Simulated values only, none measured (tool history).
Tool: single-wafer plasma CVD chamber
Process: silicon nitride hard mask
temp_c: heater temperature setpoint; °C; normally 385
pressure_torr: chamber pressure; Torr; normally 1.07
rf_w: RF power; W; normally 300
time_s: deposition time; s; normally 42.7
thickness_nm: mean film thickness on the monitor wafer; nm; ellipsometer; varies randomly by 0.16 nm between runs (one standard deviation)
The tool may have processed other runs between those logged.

| run | day | temp_c | pressure_torr | rf_w | time_s | read-back reference wafer on the same gauge, thickness_nm | thickness_nm |
|---|---|---|---|---|---|---|---|
| 1 | 0.000 | 385 | 1.18 | 300 | 42.7 | 39.816 | 43.356 |
| 2 | 2.183 | 385 | 1.18 | 300 | 42.7 | 39.776 | 43.199 |
| 3 | 4.171 | 385 | 1.07 | 300 | 42.7 | 39.776 | 42.271 |
| 4 | 10.029 | 385 | 1.07 | 300 | 42.7 | 39.792 | 42.248 |
| 5 | 11.883 | 385 | 1.07 | 300 | 42.7 | 39.797 | 42.229 |
| 6 | 14.400 | 385 | 1.07 | 300 | 42.7 | 39.784 | 42.489 |
|  | 15.183 | RF generator calibrated |
| 7 | 16.879 | 385 | 1.07 | 300 | 42.7 | 39.810 | 41.307 |
| 8 | 19.392 | 385 | 1.07 | 300 | 42.7 | 39.813 | 40.671 |
| 9 | 20.629 | 385 | 1.07 | 300 | 42.7 | 39.784 | 40.737 |
| 10 | 21.808 | 385 | 1.18 | 300 | 42.7 | 39.799 | 41.960 |
|  | 22.750 | RF generator calibrated, repeated, since the last time left the tool worse |
| 11 | 23.317 | 385 | 1.07 | 300 | 42.7 | 39.815 | 43.355 |
|  | 24.196 | gauge calibrated |
| 12 | 25.229 | 376 | 0.92 | 300 | 42.7 | 39.769 | 42.083 |
|  | 27.250 | showerhead replaced |
| 13 | 27.996 | 385 | 1.07 | 300 | 42.7 | 39.819 | 43.036 |
|  | 29.354 | capacitance manometer re-zeroed and calibrated |
| 14 | 29.408 | 379 | 1.07 | 265 | 42.7 | 39.830 | 40.207 |
|  | 31.054 | thermocouple changed; heater temperature recalibrated |
| 15 | 32.308 | 399 | 1.07 | 265 | 39.9 | 39.782 | 37.148 |
| 16 | 38.342 | 399 | 1.21 | 325 | 35.6 | 39.801 | 38.023 |
| 17 | 39.812 | 385 | 1.07 | 270 | 45.0 | 39.784 | 42.616 |
| 18 | 40.917 | 377 | 1.27 | 300 | 50.3 | 39.779 | 52.264 |

Alternative continuations, all from the tool just after run 18; predict every row:
| A | 40.933 | 373 | 1.07 | 300 | 42.7 | ? | ? |
| B | 40.933 | 373 | 1.07 | 250 | 42.7 | ? | ? |
| C | 40.933 | 371 | 1.18 | 245 | 51.2 | ? | ? |
| D | 40.933 | 374 | 0.99 | 240 | 42.7 | ? | ? |
| E | 40.933 | 374 | 1.18 | 300 | 42.7 | ? | ? |

| run | read-back reference wafer on the same gauge, thickness_nm | thickness_nm |
|---|---|---|
| A | 39.830 | 42.881 |
| B | 39.830 | 38.609 |
| C | 39.830 | 46.846 |
| D | 39.830 | 37.034 |
| E | 39.830 | 43.855 |
Without the tool's hidden state the same runs would have given:
| run | thickness_nm |
|---|---|
| A | 43.621 |
| B | 39.303 |
| C | 47.688 |
| D | 37.699 |
| E | 44.612 |

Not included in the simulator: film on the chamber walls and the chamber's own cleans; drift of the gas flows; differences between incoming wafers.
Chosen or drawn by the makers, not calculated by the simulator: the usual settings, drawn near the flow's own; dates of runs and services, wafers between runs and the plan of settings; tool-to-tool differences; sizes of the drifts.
